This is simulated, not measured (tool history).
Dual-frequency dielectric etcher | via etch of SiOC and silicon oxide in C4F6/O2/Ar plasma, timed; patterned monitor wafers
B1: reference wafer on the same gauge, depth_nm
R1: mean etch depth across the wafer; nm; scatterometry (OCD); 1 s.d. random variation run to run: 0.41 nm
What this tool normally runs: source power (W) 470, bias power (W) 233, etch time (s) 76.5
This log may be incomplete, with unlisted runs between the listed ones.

Run 1, hour 0: usual settings; B1 96.2. Result: R1 92.6 nm.
Run 2, hour 56.1: usual settings but bias power (W) 202; B1 96. Result: R1 87.5 nm.
At hour 143.4: wet clean of the chamber.
Run 3, hour 143.9: usual settings but bias power (W) 211; B1 96. Result: R1 89.3 nm.
Run 4, hour 246.7: usual settings but bias power (W) 211; B1 96.2. Result: R1 89.2 nm.
Run 5, hour 305.6: usual settings; B1 96.2. Result: R1 91.2 nm.
Run 6, hour 369.5: usual settings; B1 96.1. Result: R1 92 nm.
Run 7, hour 454.2: usual settings but bias power (W) 258, etch time (s) 93.5; B1 96. Result: R1 115.4 nm.
Run 8, hour 531.4: usual settings but bias power (W) 258, etch time (s) 93.5; B1 96. Result: R1 115.7 nm.
At hour 603.6: wet clean of the chamber.
Run 9, hour 606.4: usual settings but bias power (W) 258, etch time (s) 93.5; B1 96. Result: R1 115.6 nm.
At hour 612.8: bias power generator calibrated.
Run 10, hour 682.5: usual settings but etch time (s) 94.5; B1 96. Result: R1 111.8 nm.
Run 11, hour 720.4: usual settings but etch time (s) 94.5; B1 96. Result: R1 110.7 nm.
Run 12, hour 785.9: usual settings but etch time (s) 94.5; B1 96. Result: R1 111.6 nm.
Run 13, hour 827: usual settings but etch time (s) 91; B1 96. Result: R1 107.9 nm.
Run 14, hour 888.2: usual settings but source power (W) 380, bias power (W) 257, etch time (s) 56; B1 96. Result: R1 63.2 nm.
Run 15, hour 945.8: usual settings; B1 96.1. Result: R1 90.6 nm.
At hour 968.6: bias power generator calibrated, repeated, since the last time left the tool worse.
At hour 998.5: source power generator calibrated.
At hour 1025.6: wet clean of the chamber.
Run 16, hour 1034.9: usual settings but bias power (W) 190, etch time (s) 69.5; B1 95.9. Result: R1 78.9 nm.
Run 17, hour 1081: usual settings; B1 96.1. Result: R1 92.1 nm.
Run 18, hour 1155.9: usual settings but source power (W) 560, bias power (W) 191, etch time (s) 83.5; B1 96.1. Result: R1 101.1 nm.
At hour 1342: gauge calibrated.
Run 19, hour 1365.3: usual settings; B1 96.2. Result: R1 91.8 nm.
At hour 1398.1: upper electrode replaced.
Run 20, hour 1460.2: usual settings but bias power (W) 218; B1 96.2. Result: R1 90.4 nm.
Run 21, hour 1515.2: usual settings but source power (W) 360, etch time (s) 92.5; B1 95.9. Result: R1 100.5 nm.
At hour 1546.2: wet clean of the chamber.
Run 22, hour 1622.8: usual settings; B1 95.9. Result: R1 91.6 nm.
Run 23, hour 1697.7: usual settings but source power (W) 510, bias power (W) 250, etch time (s) 54; B1 96. Result: R1 68.3 nm.
Run 24, hour 1771.4: usual settings but bias power (W) 291, etch time (s) 99.5; B1 96. Result: R1 127.8 nm.
Run 25, hour 1827.2: usual settings; B1 96. Result: R1 92.5 nm.
Run 26, hour 1886.2: usual settings but source power (W) 510, etch time (s) 89; B1 95.9. Result: R1 110.3 nm.
Run 27, hour 1977.9: usual settings but etch time (s) 84.5; B1 96. Result: R1 101.3 nm.
Run 28, hour 2030.9: usual settings but source power (W) 420; B1 95.9. Result: R1 87.7 nm.
At hour 2088.2: wet clean of the chamber.
Run 29, hour 2122.9: usual settings; B1 96.1. Result: R1 92.2 nm.
Run 30, hour 2197.2: usual settings but source power (W) 510, bias power (W) 210; B1 96. Result: R1 92.2 nm.

For each run, the measured value with the value that run would have given without the tool's hidden condition subtracted. The run-to-run variation is shared by both, the gauge scatter possibly not:
The hidden state here: etch rate over this chamber's usual, %; source power that arrives over what is set, %; bias power that arrives over what is set, %; gauge reads high (%).
run    R1
  1  -0.3
  2  -0.4
  3  -0.5
  4  -0.5
  5  -0.6
  6  -0.6
  7  -0.9
  8  -0.9
  9    -1
 10  -2.1
 11  -2.1
 12  -2.2
 13  -2.1
 14  -1.2
 15  -1.8
 16    +0
 17    +0
 18    +0
 19  -0.1
 20  -0.1
 21  -0.1
 22  -0.1
 23  -0.1
 24  -0.2
 25  -0.2
 26  -0.2
 27  -0.2
 28  -0.2
 29  -0.3
 30  -0.2
